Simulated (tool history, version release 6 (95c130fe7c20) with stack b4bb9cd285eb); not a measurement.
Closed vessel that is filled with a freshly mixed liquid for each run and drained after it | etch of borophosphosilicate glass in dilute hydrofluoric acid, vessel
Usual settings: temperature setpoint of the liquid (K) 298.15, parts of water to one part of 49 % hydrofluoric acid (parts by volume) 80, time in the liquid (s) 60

run	hour	temperature setpoint of the liquid (K)	parts of water to one part of 49 % hydrofluoric acid (parts by volume)	time in the liquid (s)	read-back film thickness of the borophosphosilicate glass reference wafer, read on the same gauge (nm)	thickness taken off the borophosphosilicate glass on a monitor wafer (Å)
1	0	298.15	80	60	119.98	340.7
2	43	298.15	80	60	119.99	334.2
# hour 44: gauge calibrated
3	296.9	298.15	95	80	120.05	361.8
4	388.2	298.15	95	80	119.96	359.7
5	495.8	298.15	80	50	120	272.1
# hour 536.9: thermometer replaced
6	589.1	301.15	80	30	119.94	173.2
7	833.1	301.15	80	30	120	171.8
# hour 862.8: hydrofluoric acid flow meter replaced
8	872.4	301.15	80	30	119.98	171
# hour 884.9: thermometer replaced, repeated, since the last time left the tool worse
9	949.2	298.15	95	85	119.97	403.1
# hour 975.5: gauge calibrated
10	1054.4	298.15	95	85	119.99	400.2
11	1092.1	298.15	80	60	120.03	338.6
12	1190.7	300.65	120	40	119.99	156.7
13	1233.3	301.15	100	60	120.03	292.6
14	1279.9	302.15	80	60	119.98	393.3
15	1341	301.15	80	30	120.02	187.4
16	1410.5	295.65	80	30	119.99	148.1
17	1472.1	298.15	115	60	119.99	219.3
18	1514.6	298.15	80	60	120	326.3
# hour 1614.4: thermometer replaced
19	1799	295.15	115	75	119.97	248.8
20	1868.6	295.65	115	75	120.01	254.3
# hour 1908.2: hydrofluoric acid flow meter replaced
# hour 1920.3: gauge calibrated
21	1924.9	295.65	95	60	119.99	249.3
22	1966.7	298.15	80	60	120.01	333.6

The tool's hidden state at each run:
hydrofluoric acid flow below the setpoint (%): 0 in every run
gauge reads high (%): 0 in every run
H1: liquid colder than its thermometer reads (K)
run	H1
1	0.392
2	0.475
3	0.963
4	1.14
5	1.35
6	2.69
7	3.16
8	3.23
9	0.152
10	0.354
11	0.426
12	0.616
13	0.698
14	0.788
15	0.905
16	1.04
17	1.16
18	1.24
19	0.508
20	0.642
21	0.75
22	0.83
